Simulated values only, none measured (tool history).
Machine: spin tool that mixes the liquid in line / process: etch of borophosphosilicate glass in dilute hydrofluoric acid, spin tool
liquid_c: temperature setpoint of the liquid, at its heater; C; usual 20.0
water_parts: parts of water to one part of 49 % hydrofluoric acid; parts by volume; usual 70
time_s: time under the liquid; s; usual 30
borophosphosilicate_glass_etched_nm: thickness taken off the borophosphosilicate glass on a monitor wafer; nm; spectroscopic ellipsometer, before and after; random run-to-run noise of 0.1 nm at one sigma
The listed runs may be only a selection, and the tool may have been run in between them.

run	hour	liquid_c	water_parts	time_s	wafers since the last listed run	hours since the thermometer was replaced	hours since the hydrofluoric acid flow meter was replaced	hours since the gauge calibration	read-back film thickness of the borophosphosilicate glass reference wafer, read on the same gauge (nm)	borophosphosilicate_glass_etched_nm
1	0.0	20.0	70	20	0	864.6	404.4	744.5	90.01	8.12
2	49.3	20.0	70	30	850	913.9	453.7	793.8	89.99	12.20
3	123.1	20.0	70	30	1272	987.7	527.5	867.6	90.00	12.17
4	218.7	20.0	55	30	1648	1083.3	623.1	963.2	90.02	15.54
5	279.9	20.0	90	30	1055	1144.5	684.3	1024.4	89.98	9.11
# hour 287.2: hydrofluoric acid flow meter replaced
6	349.0	20.0	90	30	1174	1213.6	61.8	1093.5	90.02	9.72
7	427.3	20.0	90	30	1350	1291.9	140.1	1171.8	90.00	9.47
8	591.9	22.5	50	40	2838	1456.5	304.7	1336.4	89.99	26.46
9	668.9	21.5	50	35	1327	1533.5	381.7	1413.4	90.02	21.72
10	733.1	20.0	100	15	1106	1597.7	445.9	1477.6	90.02	4.09
11	810.6	17.0	40	15	1336	1675.2	523.4	1555.1	90.02	9.58
12	889.4	20.0	70	30	1358	1754.0	602.2	1633.9	90.04	11.78
# hour 898.7: thermometer replaced
13	979.7	20.0	70	30	1539	81.0	692.5	1724.2	90.00	11.73
# hour 987.6: hydrofluoric acid flow meter replaced
14	1036.9	24.0	70	15	968	138.2	49.3	1781.4	90.02	7.51
15	1106.9	20.0	55	30	1206	208.2	119.3	1851.4	89.99	16.59
16	1213.9	24.0	45	20	1844	315.2	226.3	1958.4	90.01	15.73
17	1286.9	20.0	70	30	1258	388.2	299.3	2031.4	90.01	12.44
18	1336.9	20.0	70	50	862	438.2	349.3	2081.4	89.98	20.82
# hour 1343.7: gauge calibrated
19	1408.2	23.5	85	15	1229	509.5	420.6	64.5	89.99	5.73
20	1458.5	20.0	70	30	867	559.8	470.9	114.8	89.95	12.30
21	1537.4	20.0	95	30	1360	638.7	549.8	193.7	89.98	8.55
# hour 1624.2: hydrofluoric acid flow meter replaced
22	1659.9	17.5	45	40	2094	761.2	35.7	316.2	89.95	24.22
23	1708.0	24.0	60	20	829	809.3	83.8	364.3	90.04	11.81
24	1802.1	18.5	105	30	1622	903.4	177.9	458.4	89.99	7.48
25	1843.0	20.0	50	30	705	944.3	218.8	499.3	90.01	18.04
26	1898.9	17.0	60	30	963	1000.2	274.7	555.2	89.97	12.83
27	1959.4	20.0	70	30	1043	1060.7	335.2	615.7	89.99	12.24
28	2065.9	20.0	80	30	1836	1167.2	441.7	722.2	89.94	10.38
29	2153.1	25.0	95	15	1503	1254.4	528.9	809.4	90.01	5.23
30	2195.2	20.0	50	35	725	1296.5	571.0	851.5	90.05	20.20
31	2261.7	20.0	70	30	1146	1363.0	637.5	918.0	90.02	11.86

Across each entry between runs, compare the hidden state at the last listed run before it with the hidden state at the first listed run after it:
In the gap between runs 5 and 6: hydrofluoric acid flow meter replaced (hour 287.2)
  hydrofluoric acid flow below the setpoint (%): 7.93 -> 1.77
  what was measured, less what the result would be without the hidden state, borophosphosilicate_glass_etched_nm: -0.87 -> -0.19 nm
In the gap between runs 12 and 13: thermometer replaced (hour 898.7)
  hydrofluoric acid flow below the setpoint (%): 7.42 -> 8.37
  what was measured, less what the result would be without the hidden state, borophosphosilicate_glass_etched_nm: -1.02 -> -1.16 nm
In the gap between runs 13 and 14: hydrofluoric acid flow meter replaced (hour 987.6)
  hydrofluoric acid flow below the setpoint (%): 8.37 -> 1.18
  what was measured, less what the result would be without the hidden state, borophosphosilicate_glass_etched_nm: -1.16 -> -0.10 nm
In the gap between runs 18 and 19: gauge calibrated (hour 1343.7)
  hydrofluoric acid flow below the setpoint (%): 4.32 -> 5.06
  what was measured, less what the result would be without the hidden state, borophosphosilicate_glass_etched_nm: -1.02 -> -0.34 nm
In the gap between runs 21 and 22: hydrofluoric acid flow meter replaced (hour 1624.2)
  hydrofluoric acid flow below the setpoint (%): 6.41 -> 2.34
  what was measured, less what the result would be without the hidden state, borophosphosilicate_glass_etched_nm: -0.65 -> -0.62 nm
